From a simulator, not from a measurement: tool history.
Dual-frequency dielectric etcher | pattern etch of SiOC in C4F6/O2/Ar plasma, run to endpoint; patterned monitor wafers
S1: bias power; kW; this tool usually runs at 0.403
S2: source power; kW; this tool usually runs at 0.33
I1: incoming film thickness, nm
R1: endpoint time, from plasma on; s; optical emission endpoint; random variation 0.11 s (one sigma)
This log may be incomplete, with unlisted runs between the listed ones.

| run | hour | S1 | S2 | I1 | R1 |
|---|---|---|---|---|---|
| 1 | 0 | 0.403 | 0.27 | 40.37 | 15.7 |
| 2 | 10.4 | 0.403 | 0.33 | 40.34 | 14.6 |
| 3 | 27.4 | 0.403 | 0.33 | 40.7 | 14.5 |
| 4 | 39.1 | 0.403 | 0.33 | 40.67 | 14.6 |
| 5 | 52.9 | 0.403 | 0.39 | 40.88 | 13.6 |
| 6 | 63.1 | 0.403 | 0.33 | 40.2 | 14.4 |
| 7 | 69.7 | 0.403 | 0.33 | 40.67 | 14.7 |
| 8 | 80.4 | 0.403 | 0.33 | 40.76 | 14.7 |
| 9 | 90.6 | 0.426 | 0.33 | 40.41 | 14.4 |
| 10 | 99.6 | 0.426 | 0.33 | 40.43 | 14.4 |
| 11 | 107.2 | 0.403 | 0.31 | 40.77 | 15.1 |
| 12 | 116.2 | 0.403 | 0.31 | 40.81 | 15.4 |
|  | 126.2 | source power generator calibrated |
| 13 | 126.7 | 0.403 | 0.33 | 40.72 | 14.7 |
| 14 | 131.8 | 0.403 | 0.38 | 40.77 | 14 |
| 15 | 146.5 | 0.403 | 0.37 | 41.09 | 14.2 |
| 16 | 154.4 | 0.325 | 0.39 | 40.72 | 14.5 |
|  | 163.3 | bias power generator calibrated |
| 17 | 169 | 0.468 | 0.37 | 40.78 | 13.6 |
| 18 | 176 | 0.403 | 0.33 | 40.38 | 14.6 |
| 19 | 193.5 | 0.454 | 0.28 | 40.45 | 15.3 |
|  | 230.7 | upper electrode replaced |
|  | 252.5 | wet clean of the chamber |
| 20 | 253 | 0.403 | 0.31 | 40.81 | 14.6 |
| 21 | 254.3 | 0.403 | 0.33 | 40.84 | 14.2 |
| 22 | 263.8 | 0.403 | 0.33 | 40.51 | 13.8 |
| 23 | 271.3 | 0.35 | 0.38 | 40.61 | 13.8 |
| 24 | 299.4 | 0.499 | 0.38 | 40.91 | 12.6 |
| 25 | 310.1 | 0.499 | 0.38 | 40.79 | 12.7 |
| 26 | 316.7 | 0.403 | 0.33 | 40.87 | 14.2 |
| 27 | 332.5 | 0.403 | 0.33 | 40.88 | 14.1 |
| 28 | 349.4 | 0.332 | 0.4 | 40.7 | 13.6 |
| 29 | 359 | 0.468 | 0.33 | 41.1 | 13.6 |
| 30 | 366.8 | 0.445 | 0.39 | 41.04 | 13.1 |
| 31 | 383.9 | 0.342 | 0.33 | 40.63 | 15.1 |

Branching from run 31: 3 alternative next runs. What would each branch give?
| A | 384.3 | 0.403 | 0.33 | 40.91 | ? |
| B | 384.3 | 0.321 | 0.27 | 40.91 | ? |
| C | 384.3 | 0.494 | 0.4 | 40.91 | ? |

| run | R1 |
|---|---|
| A | 14.2 |
| B | 16.4 |
| C | 12.4 |
With no hidden state in the tool, these same runs would have given:
| run | R1 |
|---|---|
| A | 14.1 |
| B | 16.3 |
| C | 12.3 |

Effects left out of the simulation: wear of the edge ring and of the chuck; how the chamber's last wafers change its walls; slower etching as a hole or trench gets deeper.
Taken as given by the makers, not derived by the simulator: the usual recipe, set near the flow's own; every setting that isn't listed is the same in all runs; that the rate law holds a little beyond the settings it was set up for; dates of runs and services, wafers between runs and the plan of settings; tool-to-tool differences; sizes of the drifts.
